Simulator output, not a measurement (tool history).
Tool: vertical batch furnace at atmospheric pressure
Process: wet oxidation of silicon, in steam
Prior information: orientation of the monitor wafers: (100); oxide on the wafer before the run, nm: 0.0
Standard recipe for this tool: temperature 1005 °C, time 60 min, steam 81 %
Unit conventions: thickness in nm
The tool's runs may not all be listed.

| run | hour | temperature | time | steam | read-back reference wafer on the same gauge, thickness | thickness |
|---|---|---|---|---|---|---|
| 1 | 0 | 1005 | 60 | 81 | 412.21 | 367.21 |
| 2 | 29.5 | 1005 | 60 | 81 | 412.41 | 367.84 |
| 3 | 68.7 | 995 | 60 | 81 | 412.3 | 342.01 |
| 4 | 96.6 | 1005 | 60 | 81 | 412.48 | 367.82 |
| 5 | 138.8 | 1005 | 60 | 81 | 412.86 | 368.01 |
| 6 | 209.6 | 1005 | 60 | 89 | 413.27 | 394.58 |
| 7 | 244.8 | 1005 | 60 | 89 | 413.29 | 391.26 |
| 8 | 448.7 | 992 | 60 | 81 | 414.19 | 333.95 |
| 9 | 512.8 | 992 | 60 | 81 | 414.56 | 334.42 |
| 10 | 557.5 | 992 | 60 | 81 | 414.97 | 333.68 |
| 11 | 595.7 | 1005 | 60 | 81 | 415.07 | 368.94 |
| 12 | 623.6 | 1005 | 60 | 81 | 415.05 | 371.09 |
| 13 | 687.6 | 991 | 67.5 | 81 | 415.64 | 362.62 |
| 14 | 727.1 | 1005 | 60 | 77 | 415.66 | 358.83 |
|  | 788.2 | steam generator serviced |
| 15 | 788.7 | 1005 | 60 | 81 | 416.1 | 369.52 |
| 16 | 812.4 | 1005 | 60 | 81 | 416 | 370.37 |
| 17 | 844.4 | 1005 | 60 | 81 | 416.35 | 371.81 |
| 18 | 888.4 | 1005 | 60 | 81 | 416.27 | 369.54 |
| 19 | 929.4 | 1005 | 60 | 81 | 416.73 | 371.6 |
| 20 | 986.9 | 1005 | 33.5 | 71 | 416.94 | 223.1 |
| 21 | 1018.8 | 1005 | 60 | 81 | 417.01 | 373.73 |
| 22 | 1069.8 | 1005 | 60 | 85 | 417.66 | 384.47 |
| 23 | 1120.3 | 1005 | 51.5 | 76 | 417.52 | 321.23 |
| 24 | 1154.1 | 981 | 60 | 70 | 417.28 | 275.97 |
| 25 | 1193.8 | 1005 | 60 | 93 | 417.55 | 409.78 |
| 26 | 1264.8 | 1012 | 34 | 92 | 418.29 | 288.38 |
| 27 | 1311.2 | 1005 | 60 | 90 | 418.28 | 401.09 |
|  | 1345.3 | gauge calibrated |
| 28 | 1360 | 993 | 48 | 69 | 407.41 | 250.3 |
| 29 | 1389.3 | 993 | 37 | 76 | 407.75 | 221.87 |
| 30 | 1455.1 | 1005 | 60 | 81 | 407.75 | 363.85 |
|  | 1510.6 | thermocouples replaced and temperature profile calibrated |
| 31 | 1516.4 | 1005 | 45 | 90 | 408.07 | 320.47 |
| 32 | 1588.1 | 1005 | 60 | 81 | 408.45 | 363.85 |
| 33 | 1614.8 | 1005 | 60 | 81 | 408.74 | 364.98 |
| 34 | 1647.1 | 1005 | 60 | 75 | 408.68 | 346.26 |
| 35 | 1796 | 1005 | 42 | 81 | 409.61 | 284.88 |
| 36 | 1865.7 | 1005 | 60 | 81 | 410.1 | 364.87 |
| 37 | 2055.1 | 1005 | 38 | 74 | 410.79 | 248.52 |
| 38 | 2126.4 | 1016 | 76 | 91 | 411.16 | 498.07 |

List, for all runs, the conditions of the tool that the log does not record:
true tube temperature minus thermocouple reading, K: 0 on each run
steam share off its setpoint, % of the setpoint: 0 on each run
H1: gauge reads high (%)
| run | H1 |
|---|---|
| 1 | 1.01 |
| 2 | 1.04 |
| 3 | 1.09 |
| 4 | 1.12 |
| 5 | 1.17 |
| 6 | 1.25 |
| 7 | 1.3 |
| 8 | 1.54 |
| 9 | 1.61 |
| 10 | 1.67 |
| 11 | 1.71 |
| 12 | 1.74 |
| 13 | 1.82 |
| 14 | 1.87 |
| 15 | 1.94 |
| 16 | 1.97 |
| 17 | 2 |
| 18 | 2.06 |
| 19 | 2.1 |
| 20 | 2.17 |
| 21 | 2.21 |
| 22 | 2.27 |
| 23 | 2.33 |
| 24 | 2.37 |
| 25 | 2.42 |
| 26 | 2.5 |
| 27 | 2.56 |
| 28 | -0.134 |
| 29 | -0.0993 |
| 30 | -0.0215 |
| 31 | 0.051 |
| 32 | 0.136 |
| 33 | 0.167 |
| 34 | 0.206 |
| 35 | 0.382 |
| 36 | 0.464 |
| 37 | 0.688 |
| 38 | 0.772 |

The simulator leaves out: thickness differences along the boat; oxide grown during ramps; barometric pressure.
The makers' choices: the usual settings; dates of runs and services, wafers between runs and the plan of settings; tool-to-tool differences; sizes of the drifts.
